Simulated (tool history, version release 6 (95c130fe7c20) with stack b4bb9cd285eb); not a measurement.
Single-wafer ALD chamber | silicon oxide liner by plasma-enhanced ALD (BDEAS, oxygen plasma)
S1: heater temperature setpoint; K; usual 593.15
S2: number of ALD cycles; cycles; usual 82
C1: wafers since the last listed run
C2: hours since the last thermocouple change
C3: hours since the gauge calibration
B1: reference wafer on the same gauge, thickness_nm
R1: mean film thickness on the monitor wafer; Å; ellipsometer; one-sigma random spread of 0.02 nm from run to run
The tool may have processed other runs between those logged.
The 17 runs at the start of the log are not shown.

run 18 hour=247.8 | S1=589.15 S2=82 | C1=139 C2=70.8 C3=210.6 | B1=8.944 | R1=78.83
run 19 hour=265.1 | S1=602.15 S2=97 | C1=68 C2=88.1 C3=227.9 | B1=8.951 | R1=91.78
run 20 hour=271.2 | S1=585.15 S2=93 | C1=24 C2=94.2 C3=234 | B1=8.953 | R1=90.58
run 21 hour=288 | S1=593.15 S2=73 | C1=66 C2=111 C3=250.8 | B1=8.955 | R1=69.93
run 22 hour=295.6 | S1=602.15 S2=69 | C1=30 C2=118.6 C3=258.4 | B1=8.945 | R1=65.14
run 23 hour=303 | S1=593.15 S2=82 | C1=29 C2=126 C3=265.8 | B1=8.947 | R1=78.43
run 24 hour=316.9 | S1=593.15 S2=82 | C1=55 C2=139.9 C3=279.7 | B1=8.962 | R1=78.74
run 25 hour=330.8 | S1=601.15 S2=93 | C1=55 C2=153.8 C3=293.6 | B1=8.938 | R1=88.09
run 26 hour=347.8 | S1=587.15 S2=82 | C1=67 C2=170.8 C3=310.6 | B1=8.951 | R1=79.18
run 27 hour=362.4 | S1=602.15 S2=98 | C1=57 C2=185.4 C3=325.2 | B1=8.956 | R1=92.39
run 28 hour=369.5 | S1=580.15 S2=87 | C1=28 C2=192.5 C3=332.3 | B1=8.949 | R1=85.17
run 29 hour=376.5 | S1=593.15 S2=89 | C1=27 C2=199.5 C3=339.3 | B1=8.951 | R1=84.94
run 30 hour=385.6 | S1=593.15 S2=82 | C1=36 C2=208.6 C3=348.4 | B1=8.949 | R1=78.27
-- hour=413.8 gauge calibrated
run 31 hour=421.6 | S1=593.15 S2=82 | C1=142 C2=244.6 C3=7.8 | B1=8.956 | R1=78.76
run 32 hour=428.7 | S1=593.15 S2=68 | C1=28 C2=251.7 C3=14.9 | B1=8.956 | R1=64.78
run 33 hour=439.4 | S1=580.15 S2=67 | C1=42 C2=262.4 C3=25.6 | B1=8.944 | R1=65.61
run 34 hour=457.2 | S1=582.15 S2=91 | C1=70 C2=280.2 C3=43.4 | B1=8.946 | R1=88.9
run 35 hour=504.1 | S1=584.15 S2=82 | C1=185 C2=327.1 C3=90.3 | B1=8.948 | R1=79.74
run 36 hour=511.1 | S1=593.15 S2=96 | C1=27 C2=334.1 C3=97.3 | B1=8.951 | R1=92.01
run 37 hour=524.5 | S1=593.15 S2=82 | C1=53 C2=347.5 C3=110.7 | B1=8.948 | R1=78.72

Here are 3 independent what-if runs from the current tool condition. What would each one return?
run A hour=525 | S1=593.15 S2=82 | C1=1 C2=348 C3=111.2 | B1=? | R1=?
run B hour=525 | S1=582.15 S2=90 | C1=1 C2=348 C3=111.2 | B1=? | R1=?
run C hour=525 | S1=579.15 S2=73 | C1=1 C2=348 C3=111.2 | B1=? | R1=?

run=A B1=8.958 R1=78.53
run=B B1=8.958 R1=87.75
run=C B1=8.958 R1=71.52
Stripped of hidden state, with their random variation kept, the same runs would have yielded:
run=A R1=78.53
run=B R1=87.75
run=C R1=71.52

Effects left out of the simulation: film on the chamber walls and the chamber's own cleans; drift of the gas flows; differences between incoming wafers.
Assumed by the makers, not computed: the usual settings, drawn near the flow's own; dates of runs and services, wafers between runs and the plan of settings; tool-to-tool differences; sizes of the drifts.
